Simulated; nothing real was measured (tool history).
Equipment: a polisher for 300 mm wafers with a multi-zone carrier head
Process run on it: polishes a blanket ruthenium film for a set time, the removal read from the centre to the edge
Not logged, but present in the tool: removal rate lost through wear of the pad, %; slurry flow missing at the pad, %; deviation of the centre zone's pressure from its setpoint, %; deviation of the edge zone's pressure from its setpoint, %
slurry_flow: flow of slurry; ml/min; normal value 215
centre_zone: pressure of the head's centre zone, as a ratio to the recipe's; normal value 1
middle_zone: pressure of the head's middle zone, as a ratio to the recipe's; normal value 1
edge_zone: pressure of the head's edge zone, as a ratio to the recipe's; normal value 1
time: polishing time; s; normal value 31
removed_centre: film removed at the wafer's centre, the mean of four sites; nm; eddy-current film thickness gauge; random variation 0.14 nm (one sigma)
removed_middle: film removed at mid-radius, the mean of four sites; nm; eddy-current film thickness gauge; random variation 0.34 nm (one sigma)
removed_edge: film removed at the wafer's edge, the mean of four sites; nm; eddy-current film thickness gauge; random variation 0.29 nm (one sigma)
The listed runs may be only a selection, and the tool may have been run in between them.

run    hour  slurry_flow  centre_zone  middle_zone  edge_zone  time  wafers since the last listed run  wafers polished on this pad  hours since the slurry nozzle was cleaned  hours since the centre zone pressure was calibrated  hours since the edge zone pressure was calibrated  hours since the carrier head's membrane was replaced  incoming thickness of the incoming film, nm  removed_centre  removed_middle  removed_edge
  1       0          215            1            1          1    31                                 0                         1463                                      435.4                                                801.1                                              550.7                                                 524.1                                        578.8            22.1            22.5          21.3
       49.4  -- centre zone pressure recalibrated
      145.7  -- edge zone pressure recalibrated
      163.7  -- slurry nozzle cleaned
  2   205.3          180         0.93            1       0.96    31                              1591                         3054                                       41.6                                                155.9                                               59.6                                                 729.4                                        576.8            20.6            22.7          21.6
  3   253.7          275         1.11         0.93          1    31                               384                         3439                                         90                                                204.3                                                108                                                 777.8                                        587.4            26.4            22.1          22.4
      288.9  -- carrier head's membrane replaced by a new one, of another model than before
  4   351.4          215            1            1          1    22                               736                         4176                                      187.7                                                  302                                              205.7                                                  62.5                                        577.9              16            15.7          15.6
        419  -- worn pad replaced by a new one
  5   458.7          215            1          0.9          1    42                               820                          315                                        295                                                409.3                                                313                                                 169.8                                        582.3            30.5            26.9          28.8
  6   524.9          245            1         0.89       0.95    40                               526                          841                                      361.2                                                475.5                                              379.2                                                   236                                        578.9            29.3            26.5          28.4
  7   586.5          155         1.06            1          1    31                               489                         1331                                      422.8                                                537.1                                              440.8                                                 297.6                                        588.4            22.1            21.1            20
  8   667.7          215         0.89            1          1    27                               645                         1976                                        504                                                618.3                                                522                                                 378.8                                        587.3              16            19.1          18.8
  9   739.1          215         0.94          0.9       1.12    31                               567                         2543                                      575.4                                                689.7                                              593.4                                                 450.2                                        580.8              20            19.6          22.2
      746.7  -- centre zone pressure recalibrated
      786.9  -- slurry nozzle cleaned
 10   796.5          215            1            1       1.05    31                               432                         2976                                        9.6                                                 49.8                                              650.8                                                 507.6                                        583.3            23.4              23          22.5
      835.1  -- edge zone pressure recalibrated
 11     845          280         0.95         1.04          1    26                               369                         3345                                       58.1                                                 98.3                                                9.9                                                 556.1                                        586.9            18.6            20.5          19.4
 12   931.9          145         1.11            1          1    31                               690                         4036                                        145                                                185.2                                               96.8                                                   643                                        590.8            23.8            20.3          20.7
      991.7  -- carrier head's membrane replaced by a new one
 13  1005.6          255         0.96            1       0.95    22                               545                         4582                                      218.7                                                258.9                                              170.5                                                  13.9                                        591.4            15.4            16.4          15.8
 14  1069.1          235            1            1       0.94    40                               504                         5086                                      282.2                                                322.4                                                234                                                  77.4                                        582.2            29.4            30.2          27.4
 15  1144.6          215            1         0.92          1    31                               599                         5686                                      357.7                                                397.9                                              309.5                                                 152.9                                        581.8            22.4            20.6          21.7
     1164.9  -- worn pad replaced by a new one
 16  1185.4          215            1            1       0.95    31                               292                          162                                      398.5                                                438.7                                              350.3                                                 193.7                                        582.3            22.2            23.1          21.1
 17  1261.1          215            1            1       0.95    31                               601                          764                                      474.2                                                514.4                                                426                                                 269.4                                        577.7            22.3              22          20.9
 18  1332.6          215         0.93         0.96       0.93    39                               568                         1332                                      545.7                                                585.9                                              497.5                                                 340.9                                        578.2            24.8            27.6          25.9
 19  1371.8          175            1            1          1    31                               311                         1644                                      584.9                                                625.1                                              536.7                                                 380.1                                          572            20.7            20.8          20.9
     1411.6  -- slurry nozzle cleaned
 20  1478.7          215            1            1          1    31                               841                         2485                                       67.1                                                  732                                              643.6                                                   487                                        581.5            22.9            23.3          22.1
 21  1566.5          175            1         0.88          1    28                               697                         3183                                      154.9                                                819.8                                              731.4                                                 574.8                                        580.2            19.4            17.7          18.6
     1579.9  -- edge zone pressure recalibrated
     1594.5  -- centre zone pressure recalibrated
     1754.3  -- carrier head's membrane replaced by a new one
 22  1754.8          215            1            1          1    31                              1424                         4608                                      343.2                                                160.3                                              174.9                                                   0.5                                        579.8            22.4            22.4          21.3

Branching from run 22: 4 alternative next runs. What would each branch give?
  A  1755.2          215          0.9            1          1    31                                 3                         4611                                      343.6                                                160.7                                              175.3                                                   0.9                                        584.9               ?               ?             ?
  B  1755.2          215            1         1.09          1    31                                 3                         4611                                      343.6                                                160.7                                              175.3                                                   0.9                                        584.9               ?               ?             ?
  C  1755.2          215         0.88            1          1    37                                 3                         4611                                      343.6                                                160.7                                              175.3                                                   0.9                                        584.9               ?               ?             ?
  D  1755.2          155            1            1       0.91    31                                 3                         4611                                      343.6                                                160.7                                              175.3                                                   0.9                                        584.9               ?               ?             ?

run  removed_centre  removed_middle  removed_edge
  A            18.8            22.1          21.3
  B            22.2            24.1          21.3
  C            21.7            26.4          25.4
  D            20.4            20.5          19.7
What these runs would have given with no unlogged condition in the tool:
run  removed_centre  removed_middle  removed_edge
  A            19.7            23.1          21.9
  B            23.3            25.1          21.9
  C            22.7            27.5          26.2
  D            21.8            21.7          20.5
